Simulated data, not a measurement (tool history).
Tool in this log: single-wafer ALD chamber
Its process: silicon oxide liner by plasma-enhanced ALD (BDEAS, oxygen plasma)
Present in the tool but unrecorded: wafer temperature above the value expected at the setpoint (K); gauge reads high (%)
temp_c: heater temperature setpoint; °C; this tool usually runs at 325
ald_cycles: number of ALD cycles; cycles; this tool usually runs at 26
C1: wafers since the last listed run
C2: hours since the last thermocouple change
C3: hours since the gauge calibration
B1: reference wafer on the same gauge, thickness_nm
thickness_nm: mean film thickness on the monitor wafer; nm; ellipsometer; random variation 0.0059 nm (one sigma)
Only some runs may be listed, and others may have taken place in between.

{"run": 1, "hour": 0.0, "temp_c": 325, "ald_cycles": 29, "C1": 0, "C2": 1902.3, "C3": 949.2, "B1": 2.121, "thickness_nm": 2.635}
{"run": 2, "hour": 156.2, "temp_c": 325, "ald_cycles": 26, "C1": 1952, "C2": 2058.5, "C3": 1105.4, "B1": 2.12, "thickness_nm": 2.358}
{"run": 3, "hour": 215.6, "temp_c": 325, "ald_cycles": 26, "C1": 742, "C2": 2117.9, "C3": 1164.8, "B1": 2.119, "thickness_nm": 2.364}
{"run": 4, "hour": 262.1, "temp_c": 325, "ald_cycles": 26, "C1": 581, "C2": 2164.4, "C3": 1211.3, "B1": 2.119, "thickness_nm": 2.356}
{"run": 5, "hour": 314.1, "temp_c": 325, "ald_cycles": 26, "C1": 649, "C2": 2216.4, "C3": 1263.3, "B1": 2.12, "thickness_nm": 2.357}
{"run": 6, "hour": 383.0, "temp_c": 325, "ald_cycles": 26, "C1": 861, "C2": 2285.3, "C3": 1332.2, "B1": 2.12, "thickness_nm": 2.354}
{"run": 7, "hour": 431.5, "temp_c": 325, "ald_cycles": 23, "C1": 606, "C2": 2333.8, "C3": 1380.7, "B1": 2.12, "thickness_nm": 2.094}
{"run": 8, "hour": 456.6, "temp_c": 325, "ald_cycles": 26, "C1": 313, "C2": 2358.9, "C3": 1405.8, "B1": 2.121, "thickness_nm": 2.351}
{"run": 9, "hour": 490.1, "temp_c": 325, "ald_cycles": 26, "C1": 418, "C2": 2392.4, "C3": 1439.3, "B1": 2.119, "thickness_nm": 2.352}
{"run": 10, "hour": 530.9, "temp_c": 325, "ald_cycles": 26, "C1": 509, "C2": 2433.2, "C3": 1480.1, "B1": 2.119, "thickness_nm": 2.357}
{"run": 11, "hour": 601.2, "temp_c": 325, "ald_cycles": 26, "C1": 878, "C2": 2503.5, "C3": 1550.4, "B1": 2.12, "thickness_nm": 2.351}
{"run": 12, "hour": 662.1, "temp_c": 325, "ald_cycles": 26, "C1": 761, "C2": 2564.4, "C3": 1611.3, "B1": 2.118, "thickness_nm": 2.358}
{"run": 13, "hour": 708.8, "temp_c": 325, "ald_cycles": 26, "C1": 583, "C2": 2611.1, "C3": 1658.0, "B1": 2.12, "thickness_nm": 2.357}
{"hour": 735.3, "done": "thermocouple changed; heater temperature recalibrated"}
{"run": 14, "hour": 737.9, "temp_c": 322, "ald_cycles": 26, "C1": 263, "C2": 2.6, "C3": 1687.1, "B1": 2.12, "thickness_nm": 2.362}
{"run": 15, "hour": 784.4, "temp_c": 335, "ald_cycles": 26, "C1": 581, "C2": 49.1, "C3": 1733.6, "B1": 2.12, "thickness_nm": 2.315}
{"run": 16, "hour": 826.4, "temp_c": 337, "ald_cycles": 27, "C1": 524, "C2": 91.1, "C3": 1775.6, "B1": 2.119, "thickness_nm": 2.382}
{"run": 17, "hour": 865.7, "temp_c": 337, "ald_cycles": 27, "C1": 491, "C2": 130.4, "C3": 1814.9, "B1": 2.12, "thickness_nm": 2.407}
{"run": 18, "hour": 894.3, "temp_c": 325, "ald_cycles": 26, "C1": 357, "C2": 159.0, "C3": 1843.5, "B1": 2.12, "thickness_nm": 2.35}
{"run": 19, "hour": 946.5, "temp_c": 325, "ald_cycles": 26, "C1": 652, "C2": 211.2, "C3": 1895.7, "B1": 2.119, "thickness_nm": 2.359}
{"run": 20, "hour": 996.1, "temp_c": 334, "ald_cycles": 26, "C1": 619, "C2": 260.8, "C3": 1945.3, "B1": 2.12, "thickness_nm": 2.316}
{"run": 21, "hour": 1068.0, "temp_c": 334, "ald_cycles": 26, "C1": 898, "C2": 332.7, "C3": 2017.2, "B1": 2.12, "thickness_nm": 2.322}
{"run": 22, "hour": 1135.8, "temp_c": 316, "ald_cycles": 21, "C1": 847, "C2": 400.5, "C3": 2085.0, "B1": 2.119, "thickness_nm": 1.93}
{"run": 23, "hour": 1159.9, "temp_c": 336, "ald_cycles": 26, "C1": 301, "C2": 424.6, "C3": 2109.1, "B1": 2.12, "thickness_nm": 2.3}
{"run": 24, "hour": 1221.5, "temp_c": 311, "ald_cycles": 22, "C1": 769, "C2": 486.2, "C3": 2170.7, "B1": 2.12, "thickness_nm": 2.028}
{"run": 25, "hour": 1245.9, "temp_c": 332, "ald_cycles": 30, "C1": 304, "C2": 510.6, "C3": 2195.1, "B1": 2.12, "thickness_nm": 2.678}
{"hour": 1274.3, "done": "gauge calibrated"}
{"run": 26, "hour": 1317.3, "temp_c": 337, "ald_cycles": 24, "C1": 892, "C2": 582.0, "C3": 43.0, "B1": 2.119, "thickness_nm": 2.126}
{"run": 27, "hour": 1479.0, "temp_c": 330, "ald_cycles": 28, "C1": 2020, "C2": 743.7, "C3": 204.7, "B1": 2.119, "thickness_nm": 2.527}
{"run": 28, "hour": 1509.6, "temp_c": 325, "ald_cycles": 26, "C1": 382, "C2": 774.3, "C3": 235.3, "B1": 2.121, "thickness_nm": 2.36}
{"run": 29, "hour": 1542.9, "temp_c": 325, "ald_cycles": 26, "C1": 416, "C2": 807.6, "C3": 268.6, "B1": 2.118, "thickness_nm": 2.355}
{"run": 30, "hour": 1617.2, "temp_c": 325, "ald_cycles": 26, "C1": 928, "C2": 881.9, "C3": 342.9, "B1": 2.12, "thickness_nm": 2.363}
{"run": 31, "hour": 1656.5, "temp_c": 312, "ald_cycles": 26, "C1": 491, "C2": 921.2, "C3": 382.2, "B1": 2.12, "thickness_nm": 2.404}
{"run": 32, "hour": 1699.8, "temp_c": 332, "ald_cycles": 28, "C1": 541, "C2": 964.5, "C3": 425.5, "B1": 2.121, "thickness_nm": 2.511}
{"run": 33, "hour": 1742.4, "temp_c": 311, "ald_cycles": 24, "C1": 532, "C2": 1007.1, "C3": 468.1, "B1": 2.12, "thickness_nm": 2.22}
{"run": 34, "hour": 1778.2, "temp_c": 325, "ald_cycles": 24, "C1": 447, "C2": 1042.9, "C3": 503.9, "B1": 2.121, "thickness_nm": 2.18}
{"run": 35, "hour": 1837.9, "temp_c": 332, "ald_cycles": 30, "C1": 746, "C2": 1102.6, "C3": 563.6, "B1": 2.12, "thickness_nm": 2.674}
{"run": 36, "hour": 1901.5, "temp_c": 325, "ald_cycles": 26, "C1": 794, "C2": 1166.2, "C3": 627.2, "B1": 2.121, "thickness_nm": 2.346}
{"run": 37, "hour": 1952.4, "temp_c": 332, "ald_cycles": 23, "C1": 636, "C2": 1217.1, "C3": 678.1, "B1": 2.12, "thickness_nm": 2.057}
{"run": 38, "hour": 2008.9, "temp_c": 325, "ald_cycles": 26, "C1": 706, "C2": 1273.6, "C3": 734.6, "B1": 2.121, "thickness_nm": 2.342}
{"run": 39, "hour": 2173.0, "temp_c": 325, "ald_cycles": 26, "C1": 2050, "C2": 1437.7, "C3": 898.7, "B1": 2.12, "thickness_nm": 2.356}
{"run": 40, "hour": 2216.4, "temp_c": 318, "ald_cycles": 24, "C1": 542, "C2": 1481.1, "C3": 942.1, "B1": 2.121, "thickness_nm": 2.19}
{"run": 41, "hour": 2258.7, "temp_c": 340, "ald_cycles": 28, "C1": 528, "C2": 1523.4, "C3": 984.4, "B1": 2.12, "thickness_nm": 2.466}
{"run": 42, "hour": 2322.3, "temp_c": 311, "ald_cycles": 26, "C1": 794, "C2": 1587.0, "C3": 1048.0, "B1": 2.119, "thickness_nm": 2.41}
{"run": 43, "hour": 2360.3, "temp_c": 338, "ald_cycles": 24, "C1": 474, "C2": 1625.0, "C3": 1086.0, "B1": 2.119, "thickness_nm": 2.129}

For each run, what was the tool's unlogged condition?
wafer temperature above the value expected at the setpoint (K): 0 at every run
gauge reads high (%): 0 at every run
